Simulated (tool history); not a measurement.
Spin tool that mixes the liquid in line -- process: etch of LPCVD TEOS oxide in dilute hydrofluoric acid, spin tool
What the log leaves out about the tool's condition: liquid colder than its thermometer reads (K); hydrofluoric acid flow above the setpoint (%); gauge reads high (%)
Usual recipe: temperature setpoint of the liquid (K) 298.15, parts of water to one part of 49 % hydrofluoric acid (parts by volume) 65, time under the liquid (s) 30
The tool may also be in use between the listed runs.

run	hour	temperature setpoint of the liquid (K)	parts of water to one part of 49 % hydrofluoric acid (parts by volume)	time under the liquid (s)	wafers since the last listed run	hours since the thermometer was replaced	hours since the hydrofluoric acid flow meter was replaced	hours since the gauge calibration	read-back film thickness of the LPCVD TEOS oxide reference wafer, read on the same gauge (nm)	thickness taken off the LPCVD TEOS oxide on a monitor wafer (Å)
1	0.0	298.15	65	30	0	229.4	1547.9	262.4	149.97	156.3
2	85.2	298.15	65	30	1058	314.6	1633.1	347.6	150.00	154.7
3	177.4	298.15	65	30	1145	406.8	1725.3	439.8	150.01	156.4
4	255.1	298.15	65	30	965	484.5	1803.0	517.5	149.98	155.3
5	344.0	298.15	65	30	1104	573.4	1891.9	606.4	150.02	155.5
6	430.2	298.15	65	30	1070	659.6	1978.1	692.6	149.99	153.8
7	533.2	298.15	65	30	1279	762.6	2081.1	795.6	150.01	155.6
8	600.0	294.15	65	30	829	829.4	2147.9	862.4	150.02	132.5
9	652.0	298.15	65	30	645	881.4	2199.9	914.4	150.00	155.8
10	701.1	297.15	65	30	609	930.5	2249.0	963.5	149.98	149.6
11	749.9	298.15	65	30	606	979.3	2297.8	1012.3	150.00	155.5
12	825.4	298.15	65	30	937	1054.8	2373.3	1087.8	150.04	156.5
# hour 850.6: thermometer replaced
# hour 885.3: hydrofluoric acid flow meter replaced
13	914.5	298.15	65	30	1082	63.9	29.2	1176.9	150.00	155.5
14	983.2	298.15	65	30	853	132.6	97.9	1245.6	149.99	154.6
15	1072.0	297.15	65	30	1103	221.4	186.7	1334.4	150.00	149.3
16	1136.3	298.15	65	30	798	285.7	251.0	1398.7	149.99	155.1
# hour 1421.0: gauge calibrated
17	1439.1	296.15	65	15	3761	588.5	553.8	18.1	150.02	71.9
18	1528.0	298.15	65	30	1104	677.4	642.7	107.0	150.02	155.2
19	1588.3	301.65	65	30	749	737.7	703.0	167.3	149.99	177.4
20	1667.1	298.15	65	30	978	816.5	781.8	246.1	150.00	155.9
21	1738.6	296.15	65	30	888	888.0	853.3	317.6	149.96	143.8
22	1803.3	298.15	80	15	803	952.7	918.0	382.3	149.99	61.8
23	1911.0	302.65	80	50	1337	1060.4	1025.7	490.0	149.99	247.0
# hour 1965.4: thermometer replaced
24	1976.3	293.15	35	50	798	10.9	1091.0	555.3	150.01	405.5
25	2118.7	298.15	65	30	1769	153.3	1233.4	697.7	150.02	156.5
26	2168.8	298.15	65	15	622	203.4	1283.5	747.8	149.98	77.3
27	2232.5	298.15	85	30	791	267.1	1347.2	811.5	149.98	115.6
28	2435.9	295.15	55	30	2526	470.5	1550.6	1014.9	150.01	165.8
29	2526.8	300.15	90	30	1129	561.4	1641.5	1105.8	150.02	117.9

Alternative continuations, all from the tool just after run 29; predict every row:
A	2527.2	298.15	95	30	4	561.8	1641.9	1106.2	?	?
B	2527.2	298.15	75	30	4	561.8	1641.9	1106.2	?	?
C	2527.2	294.15	50	50	4	561.8	1641.9	1106.2	?	?

run	read-back film thickness of the LPCVD TEOS oxide reference wafer, read on the same gauge (nm)	thickness taken off the LPCVD TEOS oxide on a monitor wafer (Å)
A	149.98	101.8
B	149.98	132.3
C	149.98	289.8
With the hidden condition removed and each run's random variation left untouched, the same runs would have given:
run	thickness taken off the LPCVD TEOS oxide on a monitor wafer (Å)
A	101.8
B	132.3
C	289.8
